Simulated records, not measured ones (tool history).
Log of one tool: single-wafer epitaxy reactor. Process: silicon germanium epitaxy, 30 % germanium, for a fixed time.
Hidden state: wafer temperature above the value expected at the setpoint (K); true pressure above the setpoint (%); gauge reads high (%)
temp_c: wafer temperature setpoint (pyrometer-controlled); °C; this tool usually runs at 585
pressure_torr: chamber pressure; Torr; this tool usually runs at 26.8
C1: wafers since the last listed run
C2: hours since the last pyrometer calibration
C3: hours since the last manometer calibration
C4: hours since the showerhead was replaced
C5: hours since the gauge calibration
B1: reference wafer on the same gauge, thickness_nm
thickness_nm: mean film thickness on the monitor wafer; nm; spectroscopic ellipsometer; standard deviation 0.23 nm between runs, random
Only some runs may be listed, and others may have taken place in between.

run 1 day=0.000 | temp_c=585 pressure_torr=26.8 | C1=0 C2=608.3 C3=1227.6 C4=3414.5 C5=842.8 | B1=45.920 | thickness_nm=51.197
run 2 day=2.067 | temp_c=585 pressure_torr=26.8 | C1=790 C2=657.9 C3=1277.2 C4=3464.1 C5=892.4 | B1=45.823 | thickness_nm=51.566
run 3 day=6.558 | temp_c=579 pressure_torr=26.8 | C1=1719 C2=765.7 C3=1385.0 C4=3571.9 C5=1000.2 | B1=45.984 | thickness_nm=46.137
run 4 day=9.371 | temp_c=585 pressure_torr=26.8 | C1=1076 C2=833.2 C3=1452.5 C4=3639.4 C5=1067.7 | B1=45.835 | thickness_nm=51.190
run 5 day=13.567 | temp_c=593 pressure_torr=22.1 | C1=1605 C2=933.9 C3=1553.2 C4=3740.1 C5=1168.4 | B1=45.878 | thickness_nm=55.289
run 6 day=15.242 | temp_c=585 pressure_torr=26.8 | C1=641 C2=974.1 C3=1593.4 C4=3780.3 C5=1208.6 | B1=45.864 | thickness_nm=51.597
run 7 day=17.479 | temp_c=585 pressure_torr=26.8 | C1=856 C2=1027.8 C3=1647.1 C4=3834.0 C5=1262.3 | B1=45.943 | thickness_nm=51.753
run 8 day=19.462 | temp_c=585 pressure_torr=26.8 | C1=759 C2=1075.4 C3=1694.7 C4=3881.6 C5=1309.9 | B1=45.919 | thickness_nm=51.924
run 9 day=23.292 | temp_c=585 pressure_torr=26.8 | C1=1465 C2=1167.3 C3=1786.6 C4=3973.5 C5=1401.8 | B1=45.940 | thickness_nm=51.456
run 10 day=25.104 | temp_c=585 pressure_torr=26.8 | C1=693 C2=1210.8 C3=1830.1 C4=4017.0 C5=1445.3 | B1=45.866 | thickness_nm=51.927
-- day=28.383 capacitance manometer re-zeroed and calibrated
run 11 day=29.254 | temp_c=594 pressure_torr=26.8 | C1=1460 C2=1310.4 C3=20.9 C4=4116.6 C5=1544.9 | B1=45.956 | thickness_nm=58.838
-- day=29.338 gauge calibrated
-- day=32.604 showerhead replaced, of another model than before
run 12 day=33.083 | temp_c=594 pressure_torr=26.8 | C1=1337 C2=1402.3 C3=112.8 C4=11.5 C5=89.9 | B1=45.935 | thickness_nm=58.788
run 13 day=37.475 | temp_c=585 pressure_torr=32.2 | C1=1680 C2=1507.7 C3=218.2 C4=116.9 C5=195.3 | B1=45.932 | thickness_nm=54.868
run 14 day=39.200 | temp_c=598 pressure_torr=32.6 | C1=660 C2=1549.1 C3=259.6 C4=158.3 C5=236.7 | B1=45.851 | thickness_nm=69.628
-- day=40.350 pyrometer calibrated
run 15 day=42.412 | temp_c=590 pressure_torr=32.4 | C1=1101 C2=49.5 C3=336.7 C4=235.4 C5=313.8 | B1=45.903 | thickness_nm=60.052
run 16 day=45.004 | temp_c=577 pressure_torr=24.0 | C1=991 C2=111.7 C3=398.9 C4=297.6 C5=376.0 | B1=45.903 | thickness_nm=41.317
run 17 day=48.700 | temp_c=590 pressure_torr=20.5 | C1=1414 C2=200.4 C3=487.6 C4=386.3 C5=464.7 | B1=45.901 | thickness_nm=47.985
run 18 day=52.488 | temp_c=589 pressure_torr=28.8 | C1=1449 C2=291.3 C3=578.5 C4=477.2 C5=555.6 | B1=45.882 | thickness_nm=56.482
run 19 day=56.021 | temp_c=585 pressure_torr=26.8 | C1=1352 C2=376.1 C3=663.3 C4=562.0 C5=640.4 | B1=45.923 | thickness_nm=50.852
run 20 day=60.054 | temp_c=599 pressure_torr=29.6 | C1=1543 C2=472.9 C3=760.1 C4=658.8 C5=737.2 | B1=45.984 | thickness_nm=68.378
run 21 day=62.042 | temp_c=597 pressure_torr=30.9 | C1=760 C2=520.6 C3=807.8 C4=706.5 C5=784.9 | B1=45.951 | thickness_nm=67.059
run 22 day=66.542 | temp_c=585 pressure_torr=26.8 | C1=1722 C2=628.6 C3=915.8 C4=814.5 C5=892.9 | B1=45.900 | thickness_nm=51.274
run 23 day=68.142 | temp_c=585 pressure_torr=26.8 | C1=612 C2=667.0 C3=954.2 C4=852.9 C5=931.3 | B1=45.896 | thickness_nm=51.265
run 24 day=70.279 | temp_c=597 pressure_torr=29.7 | C1=818 C2=718.3 C3=1005.5 C4=904.2 C5=982.6 | B1=45.863 | thickness_nm=66.905

Hidden condition of the tool, last listed run before each entry between runs versus first listed run after:
From run 10 to run 11: capacitance manometer re-zeroed and calibrated (day 28.383)
  true pressure above the setpoint (%): 9.9 -> 0.0144
  measured value less the no-hidden-state value, thickness_nm: +1.694 -> +0.003 nm
From run 11 to run 12: gauge calibrated (day 29.338); showerhead replaced, of another model than before (day 32.604)
  true pressure above the setpoint (%): 0.0144 -> 0.456
  measured value less the no-hidden-state value, thickness_nm: +0.003 -> +0.134 nm
From run 14 to run 15: pyrometer calibrated (day 40.350)
  true pressure above the setpoint (%): 1.16 -> 1.53
  measured value less the no-hidden-state value, thickness_nm: +0.402 -> +0.457 nm

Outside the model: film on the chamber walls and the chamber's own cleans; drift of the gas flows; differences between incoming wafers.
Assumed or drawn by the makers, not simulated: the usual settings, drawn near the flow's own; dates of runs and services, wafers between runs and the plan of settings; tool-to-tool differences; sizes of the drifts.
